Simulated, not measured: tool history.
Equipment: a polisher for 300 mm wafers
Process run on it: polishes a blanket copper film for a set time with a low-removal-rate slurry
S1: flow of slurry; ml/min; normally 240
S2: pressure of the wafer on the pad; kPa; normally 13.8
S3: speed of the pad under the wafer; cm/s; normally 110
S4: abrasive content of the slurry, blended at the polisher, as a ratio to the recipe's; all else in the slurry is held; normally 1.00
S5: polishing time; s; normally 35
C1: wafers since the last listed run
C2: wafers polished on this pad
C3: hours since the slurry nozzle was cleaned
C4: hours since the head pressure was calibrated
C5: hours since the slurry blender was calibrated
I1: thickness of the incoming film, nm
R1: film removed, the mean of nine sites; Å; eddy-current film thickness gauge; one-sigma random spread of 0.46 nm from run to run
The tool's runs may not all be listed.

run,hour,S1,S2,S3,S4,S5,C1,C2,C3,C4,C5,I1,R1
1,0.0,240,13.8,130,1.00,35,0,323,120.1,1380.9,238.9,851.7,855
2,48.7,240,13.8,110,1.00,35,565,888,168.8,1429.6,287.6,870.4,726
3,63.0,275,13.8,110,1.00,35,166,1054,183.1,1443.9,301.9,869.8,732
4,80.4,275,13.8,110,1.00,35,202,1256,200.5,1461.3,319.3,873.0,733
5,87.1,240,13.8,110,1.15,35,77,1334,207.2,1468.0,326.0,871.9,751
# hour 96.1: worn pad replaced by a new one
# hour 100.2: head pressure recalibrated
6,100.7,240,13.8,110,1.00,35,88,30,220.8,0.5,339.6,875.9,709
7,107.2,240,13.8,110,1.00,35,75,105,227.3,7.0,346.1,861.5,714
8,119.3,240,13.8,110,1.00,35,140,246,239.4,19.1,358.2,874.7,723
9,129.7,205,13.8,100,1.00,35,120,367,249.8,29.5,368.6,863.4,635
10,144.8,205,13.8,100,1.00,35,175,542,264.9,44.6,383.7,876.6,638
11,163.8,240,13.8,110,1.00,35,220,763,283.9,63.6,402.7,886.7,706

Forecast run 12:
12,178.3,240,9.7,96,0.90,30,168,931,298.4,78.1,417.2,873.4,?

R1: 363 Å
Minus the tool's unlogged condition, the same run would have read R1 384 Å.
